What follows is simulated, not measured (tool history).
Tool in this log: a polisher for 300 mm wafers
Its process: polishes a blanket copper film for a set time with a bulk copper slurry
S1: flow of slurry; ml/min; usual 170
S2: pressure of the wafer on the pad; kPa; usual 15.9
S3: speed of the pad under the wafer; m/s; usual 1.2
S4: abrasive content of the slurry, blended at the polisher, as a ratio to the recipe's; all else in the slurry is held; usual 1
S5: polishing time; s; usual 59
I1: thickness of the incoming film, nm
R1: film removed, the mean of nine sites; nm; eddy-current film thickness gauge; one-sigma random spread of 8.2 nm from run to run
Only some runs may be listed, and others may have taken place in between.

run 1 hour=0 | S1=170 S2=15.9 S3=1.2 S4=1 S5=69 | I1=1899.3 | R1=652
run 2 hour=45.1 | S1=170 S2=15.9 S3=1.2 S4=1 S5=69 | I1=1902.4 | R1=637.6
-- hour=52.6 slurry nozzle cleaned
run 3 hour=95.6 | S1=170 S2=15.9 S3=1.2 S4=1 S5=59 | I1=1925.3 | R1=533.5
-- hour=143.8 slurry blender recalibrated
run 4 hour=157.5 | S1=170 S2=12.4 S3=1.2 S4=0.9 S5=59 | I1=1891.6 | R1=428.3
-- hour=200.2 worn pad replaced by a new one
run 5 hour=259.7 | S1=170 S2=12.4 S3=1.2 S4=0.9 S5=59 | I1=1880.2 | R1=392
-- hour=347 worn pad replaced by a new one, repeated, since the last time left the tool worse
run 6 hour=347.5 | S1=170 S2=12.4 S3=1.2 S4=0.9 S5=59 | I1=1909.7 | R1=458.7
-- hour=359.6 slurry blender recalibrated
-- hour=409.5 head pressure recalibrated
run 7 hour=428.8 | S1=170 S2=15.9 S3=1.2 S4=1 S5=59 | I1=1904 | R1=536.6
run 8 hour=519.3 | S1=170 S2=20.7 S3=1.2 S4=1.15 S5=59 | I1=1891.4 | R1=679.2
-- hour=533.2 worn pad replaced by a new one
run 9 hour=582.1 | S1=155 S2=20.7 S3=1.08 S4=0.9 S5=59 | I1=1885.8 | R1=613.9
-- hour=585.3 slurry blender recalibrated
run 10 hour=671.4 | S1=170 S2=15.9 S3=1.2 S4=1 S5=59 | I1=1889.8 | R1=532.7
-- hour=734.5 worn pad replaced by a new one
-- hour=739.2 slurry nozzle cleaned
run 11 hour=778.4 | S1=195 S2=19.3 S3=1.46 S4=1 S5=48 | I1=1928.5 | R1=585.9
-- hour=815.1 slurry blender recalibrated
run 12 hour=822.7 | S1=135 S2=15.9 S3=1.2 S4=1 S5=51 | I1=1914 | R1=442.2
-- hour=895.9 head pressure recalibrated
run 13 hour=914.4 | S1=170 S2=15.9 S3=0.98 S4=0.8 S5=59 | I1=1898.1 | R1=434.5
-- hour=938.9 worn pad replaced by a new one
run 14 hour=998.2 | S1=145 S2=15.9 S3=1.2 S4=0.85 S5=59 | I1=1885.1 | R1=521.7
-- hour=1029.6 slurry blender recalibrated
run 15 hour=1056.1 | S1=135 S2=15.9 S3=1.2 S4=1 S5=59 | I1=1878.1 | R1=521.2

What if the next run were any one of these 5? Each begins from the tool's condition after run 15:
run A hour=1056.5 | S1=170 S2=15.9 S3=1.2 S4=1 S5=59 | I1=1861.4 | R1=?
run B hour=1056.5 | S1=170 S2=17.2 S3=1.2 S4=1 S5=59 | I1=1861.4 | R1=?
run C hour=1056.5 | S1=170 S2=18.6 S3=1.2 S4=0.8 S5=59 | I1=1861.4 | R1=?
run D hour=1056.5 | S1=170 S2=18.6 S3=1.2 S4=0.8 S5=44 | I1=1861.4 | R1=?
run E hour=1056.5 | S1=170 S2=12.4 S3=1.2 S4=1 S5=59 | I1=1861.4 | R1=?

run=A R1=523.9
run=B R1=557.2
run=C R1=559
run=D R1=416.9
run=E R1=440.7
Stripped of hidden state, with their random variation kept, the same runs would have yielded:
run=A R1=539.6
run=B R1=573.9
run=C R1=575.8
run=D R1=429.4
run=E R1=453.9

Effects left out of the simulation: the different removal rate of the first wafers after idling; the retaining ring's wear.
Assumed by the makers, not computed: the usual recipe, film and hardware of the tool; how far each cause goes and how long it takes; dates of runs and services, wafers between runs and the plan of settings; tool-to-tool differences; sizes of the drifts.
